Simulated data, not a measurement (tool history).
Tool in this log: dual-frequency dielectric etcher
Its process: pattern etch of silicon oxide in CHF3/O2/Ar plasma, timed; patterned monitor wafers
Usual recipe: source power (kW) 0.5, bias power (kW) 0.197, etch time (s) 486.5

| run | day | source power (kW) | bias power (kW) | etch time (s) | read-back reference wafer on the same gauge, depth_nm | mean etch depth across the wafer (angstrom) |
|---|---|---|---|---|---|---|
| 1 | 0 | 0.5 | 0.197 | 486.5 | 913.4 | 9231 |
| 2 | 1.983 | 0.5 | 0.197 | 486.5 | 911.5 | 9211 |
| 3 | 3.088 | 0.5 | 0.197 | 486.5 | 910.7 | 9239 |
| 4 | 4.525 | 0.5 | 0.197 | 440 | 910.5 | 8311 |
| 5 | 7.017 | 0.5 | 0.172 | 486.5 | 912.3 | 8902 |
| 6 | 9.288 | 0.5 | 0.172 | 486.5 | 911.2 | 8842 |
| 7 | 11.596 | 0.5 | 0.172 | 486.5 | 910.6 | 8858 |
|  | 13.696 | wet clean of the chamber |
| 8 | 14.079 | 0.5 | 0.197 | 486.5 | 912.7 | 8892 |
| 9 | 16.625 | 0.5 | 0.197 | 486.5 | 912.3 | 8826 |
| 10 | 18.808 | 0.5 | 0.197 | 486.5 | 911.7 | 8900 |
|  | 21.604 | gauge calibrated |
|  | 22.029 | wet clean of the chamber, repeated, since the last time left the tool worse |
| 11 | 22.05 | 0.54 | 0.158 | 486.5 | 912 | 9152 |
| 12 | 23.4 | 0.45 | 0.174 | 559.5 | 911.6 | 10179 |
|  | 26.746 | upper electrode replaced |
| 13 | 26.767 | 0.5 | 0.227 | 361.5 | 912.1 | 7100 |
| 14 | 27.7 | 0.54 | 0.158 | 486.5 | 911.6 | 9092 |
|  | 28.854 | bias power generator calibrated |
| 15 | 30.588 | 0.5 | 0.197 | 406 | 912.1 | 7707 |
|  | 31.288 | source power generator calibrated |
| 16 | 32.1 | 0.41 | 0.18 | 380 | 912.5 | 6783 |
| 17 | 34.208 | 0.54 | 0.227 | 531 | 911.1 | 10559 |
| 18 | 36.538 | 0.57 | 0.197 | 622.5 | 911.5 | 12137 |
| 19 | 38.025 | 0.5 | 0.197 | 486.5 | 911 | 9110 |
| 20 | 40.108 | 0.5 | 0.197 | 422.5 | 911.6 | 7919 |
|  | 42.267 | wet clean of the chamber |
| 21 | 42.288 | 0.5 | 0.228 | 395 | 911.7 | 7811 |

Alternative continuations, all from the tool just after run 21; predict every row:
| A | 42.312 | 0.5 | 0.197 | 425 | ? | ? |
| B | 42.312 | 0.5 | 0.197 | 579 | ? | ? |
| C | 42.312 | 0.5 | 0.197 | 533 | ? | ? |
| D | 42.312 | 0.4 | 0.197 | 342 | ? | ? |

| run | read-back reference wafer on the same gauge, depth_nm | mean etch depth across the wafer (angstrom) |
|---|---|---|
| A | 911.7 | 8181 |
| B | 911.7 | 11146 |
| C | 911.7 | 10260 |
| D | 911.7 | 6237 |
Without the tool's hidden state the same runs would have given:
| run | mean etch depth across the wafer (angstrom) |
|---|---|
| A | 8180 |
| B | 11144 |
| C | 10259 |
| D | 6236 |
